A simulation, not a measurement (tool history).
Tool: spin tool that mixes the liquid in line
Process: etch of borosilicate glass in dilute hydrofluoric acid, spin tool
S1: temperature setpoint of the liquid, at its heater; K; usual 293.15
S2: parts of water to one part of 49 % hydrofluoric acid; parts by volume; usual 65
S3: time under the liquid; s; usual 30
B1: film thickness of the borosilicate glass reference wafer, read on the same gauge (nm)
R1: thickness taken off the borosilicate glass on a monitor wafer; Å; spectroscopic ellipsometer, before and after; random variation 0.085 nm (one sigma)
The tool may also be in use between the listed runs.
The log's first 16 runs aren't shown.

At day 8.183: hydrofluoric acid flow meter replaced, repeated, since the last time left the tool worse.
Run 17, day 8.483: usual settings but S1 291.15 K, S2 35 parts by volume, S3 20 s; B1 79.99. Result: R1 207.8 Å.
Run 18, day 8.758: usual settings but S3 15 s; B1 80.01. Result: R1 88.5 Å.
Run 19, day 9.288: usual settings but S1 294.65 K, S2 75 parts by volume, S3 15 s; B1 80.00. Result: R1 80.6 Å.
Run 20, day 9.650: usual settings but S1 296.15 K, S2 85 parts by volume, S3 45 s; B1 80.01. Result: R1 225.3 Å.
At day 10.325: thermometer replaced.
Run 21, day 10.346: usual settings but S1 291.65 K; B1 79.99. Result: R1 166.2 Å.
Run 22, day 12.183: usual settings but S1 297.15 K, S2 80 parts by volume, S3 20 s; B1 80.02. Result: R1 110.5 Å.
Run 23, day 12.667: usual settings but S1 297.65 K, S2 45 parts by volume, S3 20 s; B1 79.98. Result: R1 210.3 Å.
Run 24, day 13.000: usual settings but S1 291.15 K, S2 55 parts by volume, S3 15 s; B1 80.00. Result: R1 97.5 Å.
Run 25, day 13.950: usual settings but S1 290.15 K, S3 20 s; B1 80.01. Result: R1 103.2 Å.
Run 26, day 14.471: usual settings; B1 79.97. Result: R1 176.2 Å.
Run 27, day 15.104: usual settings but S1 290.15 K, S2 75 parts by volume; B1 79.99. Result: R1 132.6 Å.
Run 28, day 15.833: usual settings but S1 297.15 K, S2 85 parts by volume, S3 45 s; B1 79.99. Result: R1 232.9 Å.
Run 29, day 16.783: usual settings; B1 80.01. Result: R1 177.2 Å.
Run 30, day 17.325: usual settings; B1 79.98. Result: R1 177.3 Å.
Run 31, day 18.050: usual settings but S2 75 parts by volume, S3 40 s; B1 80.00. Result: R1 201.3 Å.
Run 32, day 18.517: usual settings but S1 297.65 K, S2 85 parts by volume; B1 80.00. Result: R1 159.0 Å.
Run 33, day 19.192: usual settings but S2 90 parts by volume; B1 80.00. Result: R1 122.4 Å.

Forecast each of these 4 alternatives for the next run:
Run A, day 19.208: usual settings; B1 ?. Result: R1 ?.
Run B, day 19.208: usual settings but S1 290.15 K, S2 95 parts by volume, S3 15 s; B1 ?. Result: R1 ?.
Run C, day 19.208: usual settings but S1 291.15 K, S2 95 parts by volume, S3 25 s; B1 ?. Result: R1 ?.
Run D, day 19.208: usual settings but S1 294.65 K, S2 55 parts by volume, S3 50 s; B1 ?. Result: R1 ?.

run     B1     R1
  A  80.01  175.9
  B  80.01   51.3
  C  80.01   89.1
  D  80.01  373.4
Without the tool's hidden state the same runs would have given:
run     R1
  A  179.0
  B   52.2
  C   90.7
  D  380.1
